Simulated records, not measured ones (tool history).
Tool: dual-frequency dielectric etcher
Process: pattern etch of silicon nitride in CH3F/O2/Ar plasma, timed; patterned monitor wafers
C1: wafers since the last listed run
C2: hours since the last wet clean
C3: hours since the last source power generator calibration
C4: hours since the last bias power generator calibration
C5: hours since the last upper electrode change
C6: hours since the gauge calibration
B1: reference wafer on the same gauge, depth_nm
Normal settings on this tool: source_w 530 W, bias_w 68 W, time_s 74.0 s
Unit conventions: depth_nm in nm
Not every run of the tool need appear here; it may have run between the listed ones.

{"run": 1, "hour": 0.0, "source_w": 530, "bias_w": 74, "time_s": 74.0, "C1": 0, "C2": 421.2, "C3": 3266.8, "C4": 3577.0, "C5": 21.4, "C6": 2.6, "B1": 57.4, "depth_nm": 55.6}
{"run": 2, "hour": 11.7, "source_w": 530, "bias_w": 68, "time_s": 74.0, "C1": 128, "C2": 432.9, "C3": 3278.5, "C4": 3588.7, "C5": 33.1, "C6": 14.3, "B1": 57.4, "depth_nm": 54.5}
{"run": 3, "hour": 18.7, "source_w": 530, "bias_w": 64, "time_s": 74.0, "C1": 77, "C2": 439.9, "C3": 3285.5, "C4": 3595.7, "C5": 40.1, "C6": 21.3, "B1": 57.3, "depth_nm": 54.7}
{"run": 4, "hour": 36.2, "source_w": 530, "bias_w": 64, "time_s": 74.0, "C1": 192, "C2": 457.4, "C3": 3303.0, "C4": 3613.2, "C5": 57.6, "C6": 38.8, "B1": 57.3, "depth_nm": 55.1}
{"run": 5, "hour": 53.5, "source_w": 530, "bias_w": 68, "time_s": 74.0, "C1": 190, "C2": 474.7, "C3": 3320.3, "C4": 3630.5, "C5": 74.9, "C6": 56.1, "B1": 57.4, "depth_nm": 55.0}
{"run": 6, "hour": 69.1, "source_w": 530, "bias_w": 68, "time_s": 74.0, "C1": 171, "C2": 490.3, "C3": 3335.9, "C4": 3646.1, "C5": 90.5, "C6": 71.7, "B1": 57.3, "depth_nm": 54.7}
{"run": 7, "hour": 78.6, "source_w": 530, "bias_w": 68, "time_s": 74.0, "C1": 104, "C2": 499.8, "C3": 3345.4, "C4": 3655.6, "C5": 100.0, "C6": 81.2, "B1": 57.4, "depth_nm": 55.2}
{"run": 8, "hour": 88.1, "source_w": 610, "bias_w": 77, "time_s": 60.5, "C1": 104, "C2": 509.3, "C3": 3354.9, "C4": 3665.1, "C5": 109.5, "C6": 90.7, "B1": 57.3, "depth_nm": 49.7}
{"run": 9, "hour": 102.5, "source_w": 530, "bias_w": 68, "time_s": 66.0, "C1": 158, "C2": 523.7, "C3": 3369.3, "C4": 3679.5, "C5": 123.9, "C6": 105.1, "B1": 57.3, "depth_nm": 49.2}
{"hour": 129.8, "done": "wet clean of the chamber"}
{"run": 10, "hour": 130.3, "source_w": 530, "bias_w": 68, "time_s": 74.0, "C1": 41, "C2": 0.5, "C3": 3397.1, "C4": 3707.3, "C5": 151.7, "C6": 132.9, "B1": 57.3, "depth_nm": 53.7}
{"run": 11, "hour": 130.7, "source_w": 640, "bias_w": 54, "time_s": 74.0, "C1": 4, "C2": 0.9, "C3": 3397.5, "C4": 3707.7, "C5": 152.1, "C6": 133.3, "B1": 57.3, "depth_nm": 58.5}
{"run": 12, "hour": 160.8, "source_w": 530, "bias_w": 68, "time_s": 59.5, "C1": 331, "C2": 31.0, "C3": 3427.6, "C4": 3737.8, "C5": 182.2, "C6": 163.4, "B1": 57.3, "depth_nm": 43.2}
{"run": 13, "hour": 171.8, "source_w": 530, "bias_w": 68, "time_s": 74.0, "C1": 121, "C2": 42.0, "C3": 3438.6, "C4": 3748.8, "C5": 193.2, "C6": 174.4, "B1": 57.3, "depth_nm": 54.2}
{"run": 14, "hour": 206.0, "source_w": 530, "bias_w": 68, "time_s": 74.0, "C1": 376, "C2": 76.2, "C3": 3472.8, "C4": 3783.0, "C5": 227.4, "C6": 208.6, "B1": 57.2, "depth_nm": 53.7}
{"hour": 210.4, "done": "bias power generator calibrated"}
{"hour": 226.2, "done": "source power generator calibrated"}
{"run": 15, "hour": 226.7, "source_w": 530, "bias_w": 68, "time_s": 74.0, "C1": 139, "C2": 96.9, "C3": 0.5, "C4": 16.3, "C5": 248.1, "C6": 229.3, "B1": 57.2, "depth_nm": 53.6}
{"run": 16, "hour": 232.6, "source_w": 660, "bias_w": 68, "time_s": 65.0, "C1": 64, "C2": 102.8, "C3": 6.4, "C4": 22.2, "C5": 254.0, "C6": 235.2, "B1": 57.3, "depth_nm": 54.2}
{"run": 17, "hour": 242.3, "source_w": 420, "bias_w": 82, "time_s": 89.5, "C1": 106, "C2": 112.5, "C3": 16.1, "C4": 31.9, "C5": 263.7, "C6": 244.9, "B1": 57.3, "depth_nm": 55.8}
{"run": 18, "hour": 251.9, "source_w": 450, "bias_w": 79, "time_s": 54.0, "C1": 105, "C2": 122.1, "C3": 25.7, "C4": 41.5, "C5": 273.3, "C6": 254.5, "B1": 57.3, "depth_nm": 35.6}
{"run": 19, "hour": 264.9, "source_w": 530, "bias_w": 79, "time_s": 74.0, "C1": 143, "C2": 135.1, "C3": 38.7, "C4": 54.5, "C5": 286.3, "C6": 267.5, "B1": 57.3, "depth_nm": 54.6}
{"run": 20, "hour": 271.9, "source_w": 530, "bias_w": 68, "time_s": 74.0, "C1": 77, "C2": 142.1, "C3": 45.7, "C4": 61.5, "C5": 293.3, "C6": 274.5, "B1": 57.3, "depth_nm": 54.0}
{"run": 21, "hour": 287.9, "source_w": 530, "bias_w": 68, "time_s": 74.0, "C1": 176, "C2": 158.1, "C3": 61.7, "C4": 77.5, "C5": 309.3, "C6": 290.5, "B1": 57.3, "depth_nm": 54.0}
{"run": 22, "hour": 302.0, "source_w": 530, "bias_w": 55, "time_s": 93.0, "C1": 155, "C2": 172.2, "C3": 75.8, "C4": 91.6, "C5": 323.4, "C6": 304.6, "B1": 57.3, "depth_nm": 66.2}
{"run": 23, "hour": 309.1, "source_w": 660, "bias_w": 68, "time_s": 74.0, "C1": 78, "C2": 179.3, "C3": 82.9, "C4": 98.7, "C5": 330.5, "C6": 311.7, "B1": 57.3, "depth_nm": 62.0}
{"run": 24, "hour": 320.4, "source_w": 530, "bias_w": 68, "time_s": 74.0, "C1": 124, "C2": 190.6, "C3": 94.2, "C4": 110.0, "C5": 341.8, "C6": 323.0, "B1": 57.3, "depth_nm": 54.2}
{"run": 25, "hour": 335.6, "source_w": 430, "bias_w": 77, "time_s": 90.0, "C1": 167, "C2": 205.8, "C3": 109.4, "C4": 125.2, "C5": 357.0, "C6": 338.2, "B1": 57.3, "depth_nm": 57.6}
{"run": 26, "hour": 343.6, "source_w": 530, "bias_w": 68, "time_s": 74.0, "C1": 88, "C2": 213.8, "C3": 117.4, "C4": 133.2, "C5": 365.0, "C6": 346.2, "B1": 57.3, "depth_nm": 53.9}
{"run": 27, "hour": 354.6, "source_w": 490, "bias_w": 55, "time_s": 62.0, "C1": 121, "C2": 224.8, "C3": 128.4, "C4": 144.2, "C5": 376.0, "C6": 357.2, "B1": 57.4, "depth_nm": 41.7}
{"run": 28, "hour": 365.6, "source_w": 530, "bias_w": 68, "time_s": 74.0, "C1": 121, "C2": 235.8, "C3": 139.4, "C4": 155.2, "C5": 387.0, "C6": 368.2, "B1": 57.2, "depth_nm": 54.0}

Run 29 is up next; what results do you expect?
{"run": 29, "hour": 383.3, "source_w": 430, "bias_w": 52, "time_s": 90.5, "C1": 194, "C2": 253.5, "C3": 157.1, "C4": 172.9, "C5": 404.7, "C6": 385.9, "B1": "?", "depth_nm": "?"}

B1: 57.3
depth_nm: 55.3 nm
Without the tool's hidden state the same run would have given depth_nm 54.6 nm.
